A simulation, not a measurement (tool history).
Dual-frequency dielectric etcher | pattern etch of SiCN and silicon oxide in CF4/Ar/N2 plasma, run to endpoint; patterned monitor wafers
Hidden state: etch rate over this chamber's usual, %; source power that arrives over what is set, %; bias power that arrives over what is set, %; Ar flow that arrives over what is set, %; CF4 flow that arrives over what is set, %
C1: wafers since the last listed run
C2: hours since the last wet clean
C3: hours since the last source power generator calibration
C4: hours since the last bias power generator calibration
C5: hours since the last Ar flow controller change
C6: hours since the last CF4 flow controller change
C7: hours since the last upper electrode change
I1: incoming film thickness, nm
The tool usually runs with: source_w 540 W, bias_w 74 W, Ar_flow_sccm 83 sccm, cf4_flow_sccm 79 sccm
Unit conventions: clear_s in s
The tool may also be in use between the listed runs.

Run 1, hour 0: usual settings; C1 0; C2 125; C3 231.2; C4 3553; C5 3976.1; C6 2690.2; C7 90.2; I1 17.64. Result: clear_s 16.9 s.
At hour 11.6: Ar flow controller replaced.
Run 2, hour 19.1: usual settings but bias_w 61 W, cf4_flow_sccm 89 sccm; C1 174; C2 144.1; C3 250.3; C4 3572.1; C5 7.5; C6 2709.3; C7 109.3; I1 17.66. Result: clear_s 17.3 s.
Run 3, hour 39.1: usual settings but source_w 410 W, bias_w 67 W, cf4_flow_sccm 93 sccm; C1 266; C2 164.1; C3 270.3; C4 3592.1; C5 27.5; C6 2729.3; C7 129.3; I1 17.48. Result: clear_s 23 s.
At hour 55.1: bias power generator calibrated.
Run 4, hour 68: usual settings but source_w 670 W, bias_w 69 W; C1 332; C2 193; C3 299.2; C4 12.9; C5 56.4; C6 2758.2; C7 158.2; I1 17.38. Result: clear_s 13.5 s.
Run 5, hour 95.2: usual settings; C1 363; C2 220.2; C3 326.4; C4 40.1; C5 83.6; C6 2785.4; C7 185.4; I1 17.57. Result: clear_s 17 s.
Run 6, hour 117.8: usual settings but source_w 410 W, Ar_flow_sccm 70 sccm; C1 301; C2 242.8; C3 349; C4 62.7; C5 106.2; C6 2808; C7 208; I1 17.37. Result: clear_s 21.8 s.
At hour 125.9: CF4 flow controller replaced.
Run 7, hour 147.9: usual settings but cf4_flow_sccm 94 sccm; C1 321; C2 272.9; C3 379.1; C4 92.8; C5 136.3; C6 22; C7 238.1; I1 17.44. Result: clear_s 16.5 s.
Run 8, hour 173.1: usual settings but source_w 430 W, Ar_flow_sccm 67 sccm; C1 336; C2 298.1; C3 404.3; C4 118; C5 161.5; C6 47.2; C7 263.3; I1 17.48. Result: clear_s 20.7 s.
At hour 231.8: wet clean of the chamber.
Run 9, hour 259.5: usual settings but source_w 450 W, bias_w 87 W, cf4_flow_sccm 87 sccm; C1 832; C2 27.7; C3 490.7; C4 204.4; C5 247.9; C6 133.6; C7 349.7; I1 17.5. Result: clear_s 18.7 s.
Run 10, hour 287.7: usual settings but source_w 480 W, bias_w 66 W, cf4_flow_sccm 97 sccm; C1 376; C2 55.9; C3 518.9; C4 232.6; C5 276.1; C6 161.8; C7 377.9; I1 17.29. Result: clear_s 18.7 s.
Run 11, hour 306.4: usual settings; C1 249; C2 74.6; C3 537.6; C4 251.3; C5 294.8; C6 180.5; C7 396.6; I1 17.42. Result: clear_s 16.2 s.
Run 12, hour 342.3: usual settings but cf4_flow_sccm 71 sccm; C1 479; C2 110.5; C3 573.5; C4 287.2; C5 330.7; C6 216.4; C7 432.5; I1 17.39. Result: clear_s 16.6 s.
Run 13, hour 356.2: usual settings but source_w 460 W, bias_w 86 W, Ar_flow_sccm 62 sccm, cf4_flow_sccm 96 sccm; C1 185; C2 124.4; C3 587.4; C4 301.1; C5 344.6; C6 230.3; C7 446.4; I1 17.65. Result: clear_s 17.8 s.
Run 14, hour 421.1: usual settings; C1 866; C2 189.3; C3 652.3; C4 366; C5 409.5; C6 295.2; C7 511.3; I1 17.66. Result: clear_s 17.1 s.
Run 15, hour 506.9: usual settings but cf4_flow_sccm 88 sccm; C1 1145; C2 275.1; C3 738.1; C4 451.8; C5 495.3; C6 381; C7 597.1; I1 17.53. Result: clear_s 16.8 s.
Run 16, hour 596.1: usual settings; C1 1190; C2 364.3; C3 827.3; C4 541; C5 584.5; C6 470.2; C7 686.3; I1 17.4. Result: clear_s 17.1 s.
Run 17, hour 620.7: usual settings; C1 328; C2 388.9; C3 851.9; C4 565.6; C5 609.1; C6 494.8; C7 710.9; I1 17.31. Result: clear_s 16.9 s.
Run 18, hour 637.4: usual settings; C1 222; C2 405.6; C3 868.6; C4 582.3; C5 625.8; C6 511.5; C7 727.6; I1 17.57. Result: clear_s 17 s.
At hour 673.8: wet clean of the chamber.
Run 19, hour 674.3: usual settings but cf4_flow_sccm 74 sccm; C1 172; C2 0.5; C3 905.5; C4 619.2; C5 662.7; C6 548.4; C7 764.5; I1 17.52. Result: clear_s 16.6 s.
Run 20, hour 701.8: usual settings but cf4_flow_sccm 93 sccm; C1 367; C2 28; C3 933; C4 646.7; C5 690.2; C6 575.9; C7 792; I1 17.69. Result: clear_s 16.5 s.
Run 21, hour 728.8: usual settings but Ar_flow_sccm 103 sccm; C1 360; C2 55; C3 960; C4 673.7; C5 717.2; C6 602.9; C7 819; I1 17.46. Result: clear_s 16.9 s.
Run 22, hour 747.3: usual settings; C1 246; C2 73.5; C3 978.5; C4 692.2; C5 735.7; C6 621.4; C7 837.5; I1 17.33. Result: clear_s 16.3 s.
Run 23, hour 782.3: usual settings but bias_w 65 W; C1 467; C2 108.5; C3 1013.5; C4 727.2; C5 770.7; C6 656.4; C7 872.5; I1 17.68. Result: clear_s 17.6 s.

Entry by entry between the runs, the difference in hidden state between the last listed run before and the first listed run after:
From run 1 to run 2: Ar flow controller replaced (hour 11.6)
  etch rate over this chamber's usual, %: -1.4 -> -1.66
  measured less the result without the state, clear_s: +0.2 -> +0.3 s
From run 3 to run 4: bias power generator calibrated (hour 55.1)
  etch rate over this chamber's usual, %: -1.93 -> -2.32
  measured less the result without the state, clear_s: +0.4 -> +0.3 s
From run 6 to run 7: CF4 flow controller replaced (hour 125.9)
  etch rate over this chamber's usual, %: -2.99 -> -3.4
  measured less the result without the state, clear_s: +0.6 -> +0.5 s
From run 8 to run 9: wet clean of the chamber (hour 231.8)
  etch rate over this chamber's usual, %: -3.74 -> -0.0158
  measured less the result without the state, clear_s: +0.7 -> +0 s
From run 18 to run 19: wet clean of the chamber (hour 673.8)
  etch rate over this chamber's usual, %: -5.11 -> -0.074
  measured less the result without the state, clear_s: +0.8 -> +0 s
